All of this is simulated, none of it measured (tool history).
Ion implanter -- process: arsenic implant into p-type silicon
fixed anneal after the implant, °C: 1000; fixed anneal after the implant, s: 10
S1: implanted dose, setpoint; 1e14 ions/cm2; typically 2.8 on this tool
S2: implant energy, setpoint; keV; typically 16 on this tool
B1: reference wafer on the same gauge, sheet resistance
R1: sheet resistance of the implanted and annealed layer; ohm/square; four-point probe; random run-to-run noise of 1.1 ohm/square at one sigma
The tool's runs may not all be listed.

| run | hour | S1 | S2 | B1 | R1 |
|---|---|---|---|---|---|
| 1 | 0 | 2.15 | 16 | 313.72 | 370.75 |
| 2 | 181.9 | 2.14 | 16 | 313.33 | 373.09 |
| 3 | 262.7 | 2.8 | 16 | 313.56 | 304.65 |
| 4 | 342.9 | 2.8 | 16 | 313.01 | 303.52 |
|  | 397.4 | Faraday cup replaced and dose calibrated |
| 5 | 411.4 | 2.8 | 16 | 312.94 | 303.34 |
| 6 | 509.7 | 2.8 | 16 | 312.83 | 303.8 |
| 7 | 574.2 | 2.8 | 16 | 312.72 | 303.58 |
| 8 | 681 | 2.8 | 16 | 312 | 301.76 |
| 9 | 718 | 2.8 | 16 | 312.36 | 302.48 |
| 10 | 814.3 | 2.8 | 16 | 312.27 | 301.99 |
| 11 | 914.6 | 2.8 | 16 | 312.04 | 302.88 |
| 12 | 990.1 | 2.8 | 16 | 312.07 | 304.22 |
|  | 1051.5 | extraction supply calibrated |
| 13 | 1079.5 | 2.8 | 12.5 | 312.26 | 311.8 |
|  | 1174.5 | Faraday cup replaced and dose calibrated |
| 14 | 1175 | 2.8 | 12.5 | 311.83 | 313.35 |
| 15 | 1206 | 3.61 | 21 | 311.94 | 242.06 |
| 16 | 1273 | 2.15 | 16 | 312.03 | 368.46 |
| 17 | 1362.5 | 2.06 | 21 | 311.48 | 369.08 |
| 18 | 1459.9 | 2.8 | 12 | 311.73 | 314.41 |
| 19 | 1542.1 | 2.8 | 16 | 311.62 | 302.41 |
| 20 | 1615.3 | 2.8 | 16 | 311.87 | 303.46 |
| 21 | 1703.9 | 2.11 | 16 | 312 | 376.25 |
| 22 | 1799.8 | 2.8 | 12 | 311.75 | 312.14 |
| 23 | 1907 | 2.8 | 16 | 311 | 300.98 |
| 24 | 1956.7 | 2.8 | 16 | 311.54 | 303.42 |
|  | 2027.2 | Faraday cup replaced and dose calibrated |
|  | 2098.9 | gauge calibrated |
| 25 | 2173.6 | 3.04 | 19.5 | 316.01 | 279.94 |
| 26 | 2230.5 | 3.3 | 21 | 316.01 | 260.6 |
| 27 | 2272.4 | 2.8 | 16 | 315.32 | 305.33 |
| 28 | 2349 | 2.44 | 12.5 | 314.98 | 349.25 |
| 29 | 2408.9 | 2.19 | 13.5 | 314.37 | 375.98 |
| 30 | 2465.7 | 2.8 | 16 | 314.4 | 305.42 |
| 31 | 2542.5 | 2.8 | 16 | 313.97 | 306.62 |
| 32 | 2635.1 | 2.8 | 21 | 314.31 | 294.6 |
| 33 | 2723.8 | 3.5 | 13 | 313.51 | 264.83 |
|  | 2802.4 | Faraday cup replaced and dose calibrated |
| 34 | 2802.9 | 3.11 | 10.5 | 313.38 | 294.94 |
| 35 | 2857.3 | 2.15 | 12.5 | 313.15 | 380.76 |
| 36 | 2905.3 | 2.27 | 21.5 | 312.97 | 342.5 |
| 37 | 2992.2 | 2.8 | 16 | 312.47 | 304.45 |

For each run, what was the tool's unlogged condition?
deviation of the true dose from the Faraday cup's reading, %: 0, the same for each run
deviation of the true energy from its setpoint, %: 0, the same for each run
H1: gauge reads high (%)
| run | H1 |
|---|---|
| 1 | -1.01 |
| 2 | -1.15 |
| 3 | -1.21 |
| 4 | -1.26 |
| 5 | -1.3 |
| 6 | -1.35 |
| 7 | -1.38 |
| 8 | -1.43 |
| 9 | -1.44 |
| 10 | -1.48 |
| 11 | -1.52 |
| 12 | -1.54 |
| 13 | -1.57 |
| 14 | -1.59 |
| 15 | -1.6 |
| 16 | -1.62 |
| 17 | -1.64 |
| 18 | -1.66 |
| 19 | -1.67 |
| 20 | -1.69 |
| 21 | -1.7 |
| 22 | -1.71 |
| 23 | -1.73 |
| 24 | -1.73 |
| 25 | -0.268 |
| 26 | -0.378 |
| 27 | -0.455 |
| 28 | -0.588 |
| 29 | -0.685 |
| 30 | -0.771 |
| 31 | -0.88 |
| 32 | -1 |
| 33 | -1.11 |
| 34 | -1.19 |
| 35 | -1.25 |
| 36 | -1.29 |
| 37 | -1.37 |
